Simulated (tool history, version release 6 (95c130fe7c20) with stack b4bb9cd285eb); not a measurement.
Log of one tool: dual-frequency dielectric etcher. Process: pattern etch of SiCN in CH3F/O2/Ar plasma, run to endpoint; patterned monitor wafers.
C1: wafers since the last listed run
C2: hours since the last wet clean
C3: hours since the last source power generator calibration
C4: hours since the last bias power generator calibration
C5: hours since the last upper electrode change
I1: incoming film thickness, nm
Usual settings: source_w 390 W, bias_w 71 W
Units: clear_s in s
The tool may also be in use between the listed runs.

run 1 day=0.000 | source_w=390 bias_w=71 | C1=0 C2=140.6 C3=2832.2 C4=1659.8 C5=1429.7 | I1=8.31 | clear_s=24.2
run 2 day=2.633 | source_w=390 bias_w=71 | C1=798 C2=203.8 C3=2895.4 C4=1723.0 C5=1492.9 | I1=8.23 | clear_s=24.0
run 3 day=4.929 | source_w=340 bias_w=71 | C1=696 C2=258.9 C3=2950.5 C4=1778.1 C5=1548.0 | I1=8.28 | clear_s=25.8
run 4 day=9.058 | source_w=390 bias_w=82 | C1=1252 C2=358.0 C3=3049.6 C4=1877.2 C5=1647.1 | I1=8.28 | clear_s=22.5
run 5 day=11.512 | source_w=390 bias_w=71 | C1=744 C2=416.9 C3=3108.5 C4=1936.1 C5=1706.0 | I1=8.25 | clear_s=24.3
run 6 day=14.208 | source_w=390 bias_w=71 | C1=817 C2=481.6 C3=3173.2 C4=2000.8 C5=1770.7 | I1=8.39 | clear_s=24.7
run 7 day=16.579 | source_w=390 bias_w=71 | C1=719 C2=538.5 C3=3230.1 C4=2057.7 C5=1827.6 | I1=8.19 | clear_s=24.2
run 8 day=20.717 | source_w=390 bias_w=71 | C1=1255 C2=637.8 C3=3329.4 C4=2157.0 C5=1926.9 | I1=8.31 | clear_s=24.8
-- day=23.450 wet clean of the chamber
run 9 day=24.162 | source_w=390 bias_w=71 | C1=742 C2=17.1 C3=3412.1 C4=2239.7 C5=2009.6 | I1=8.32 | clear_s=24.0
run 10 day=26.554 | source_w=390 bias_w=71 | C1=725 C2=74.5 C3=3469.5 C4=2297.1 C5=2067.0 | I1=8.27 | clear_s=24.2
run 11 day=29.275 | source_w=390 bias_w=71 | C1=825 C2=139.8 C3=3534.8 C4=2362.4 C5=2132.3 | I1=8.32 | clear_s=24.3
run 12 day=31.733 | source_w=390 bias_w=71 | C1=745 C2=198.8 C3=3593.8 C4=2421.4 C5=2191.3 | I1=8.26 | clear_s=24.1
run 13 day=36.071 | source_w=390 bias_w=71 | C1=1315 C2=302.9 C3=3697.9 C4=2525.5 C5=2295.4 | I1=8.30 | clear_s=24.4
run 14 day=45.858 | source_w=360 bias_w=71 | C1=2969 C2=537.8 C3=3932.8 C4=2760.4 C5=2530.3 | I1=8.27 | clear_s=25.6
-- day=46.633 source power generator calibrated
run 15 day=48.196 | source_w=480 bias_w=61 | C1=658 C2=593.9 C3=37.5 C4=2816.5 C5=2586.4 | I1=8.24 | clear_s=24.2
-- day=50.408 wet clean of the chamber
run 16 day=52.692 | source_w=390 bias_w=71 | C1=1060 C2=54.8 C3=145.4 C4=2924.4 C5=2694.3 | I1=8.45 | clear_s=24.8
run 17 day=54.200 | source_w=390 bias_w=71 | C1=457 C2=91.0 C3=181.6 C4=2960.6 C5=2730.5 | I1=8.33 | clear_s=24.1
run 18 day=57.433 | source_w=390 bias_w=71 | C1=980 C2=168.6 C3=259.2 C4=3038.2 C5=2808.1 | I1=8.35 | clear_s=24.7
run 19 day=61.579 | source_w=390 bias_w=71 | C1=1257 C2=268.1 C3=358.7 C4=3137.7 C5=2907.6 | I1=8.27 | clear_s=24.5
run 20 day=65.058 | source_w=350 bias_w=83 | C1=1055 C2=351.6 C3=442.2 C4=3221.2 C5=2991.1 | I1=8.36 | clear_s=23.9
run 21 day=68.800 | source_w=480 bias_w=79 | C1=1135 C2=441.4 C3=532.0 C4=3311.0 C5=3080.9 | I1=8.37 | clear_s=22.1
run 22 day=70.692 | source_w=300 bias_w=77 | C1=573 C2=486.8 C3=577.4 C4=3356.4 C5=3126.3 | I1=8.28 | clear_s=26.4
-- day=72.542 bias power generator calibrated
run 23 day=74.350 | source_w=350 bias_w=85 | C1=1059 C2=574.6 C3=665.2 C4=43.4 C5=3214.1 | I1=8.27 | clear_s=23.9
-- day=77.912 wet clean of the chamber
run 24 day=77.933 | source_w=390 bias_w=71 | C1=783 C2=0.5 C3=751.2 C4=129.4 C5=3300.1 | I1=8.35 | clear_s=23.6
run 25 day=81.262 | source_w=300 bias_w=79 | C1=1010 C2=80.4 C3=831.1 C4=209.3 C5=3380.0 | I1=8.25 | clear_s=25.8
-- day=84.562 upper electrode replaced
run 26 day=84.583 | source_w=450 bias_w=82 | C1=704 C2=160.1 C3=910.8 C4=289.0 C5=0.5 | I1=8.32 | clear_s=21.4
run 27 day=88.183 | source_w=420 bias_w=83 | C1=1092 C2=246.5 C3=997.2 C4=375.4 C5=86.9 | I1=8.26 | clear_s=21.9
run 28 day=92.212 | source_w=310 bias_w=65 | C1=1222 C2=343.2 C3=1093.9 C4=472.1 C5=183.6 | I1=8.29 | clear_s=27.8
run 29 day=94.404 | source_w=390 bias_w=71 | C1=664 C2=395.8 C3=1146.5 C4=524.7 C5=236.2 | I1=8.26 | clear_s=24.3
run 30 day=97.000 | source_w=390 bias_w=71 | C1=787 C2=458.1 C3=1208.8 C4=587.0 C5=298.5 | I1=8.35 | clear_s=24.4
run 31 day=101.092 | source_w=340 bias_w=80 | C1=1241 C2=556.3 C3=1307.0 C4=685.2 C5=396.7 | I1=8.39 | clear_s=24.7
-- day=103.842 wet clean of the chamber
run 32 day=104.883 | source_w=390 bias_w=71 | C1=846 C2=25.0 C3=1398.0 C4=776.2 C5=487.7 | I1=8.33 | clear_s=24.0
run 33 day=107.721 | source_w=440 bias_w=58 | C1=860 C2=93.1 C3=1466.1 C4=844.3 C5=555.8 | I1=8.32 | clear_s=25.0
run 34 day=119.275 | source_w=350 bias_w=61 | C1=3505 C2=370.4 C3=1743.4 C4=1121.6 C5=833.1 | I1=8.28 | clear_s=26.7

What the log doesn't show, run by run:
source power that arrives over what is set, %: 0 in every run
bias power that arrives over what is set, %: 0 in every run
H1: etch rate over this chamber's usual, %
run=1 H1=-0.301
run=2 H1=-0.628
run=3 H1=-0.913
run=4 H1=-1.43
run=5 H1=-1.73
run=6 H1=-2.07
run=7 H1=-2.36
run=8 H1=-2.87
run=9 H1=-0.321
run=10 H1=-0.618
run=11 H1=-0.956
run=12 H1=-1.26
run=13 H1=-1.8
run=14 H1=-3.02
run=15 H1=-3.31
run=16 H1=-0.692
run=17 H1=-0.88
run=18 H1=-1.28
run=19 H1=-1.8
run=20 H1=-2.23
run=21 H1=-2.69
run=22 H1=-2.93
run=23 H1=-3.38
run=24 H1=0.131
run=25 H1=-0.282
run=26 H1=-0.695
run=27 H1=-1.14
run=28 H1=-1.64
run=29 H1=-1.91
run=30 H1=-2.24
run=31 H1=-2.74
run=32 H1=0.19
run=33 H1=-0.163
run=34 H1=-1.6
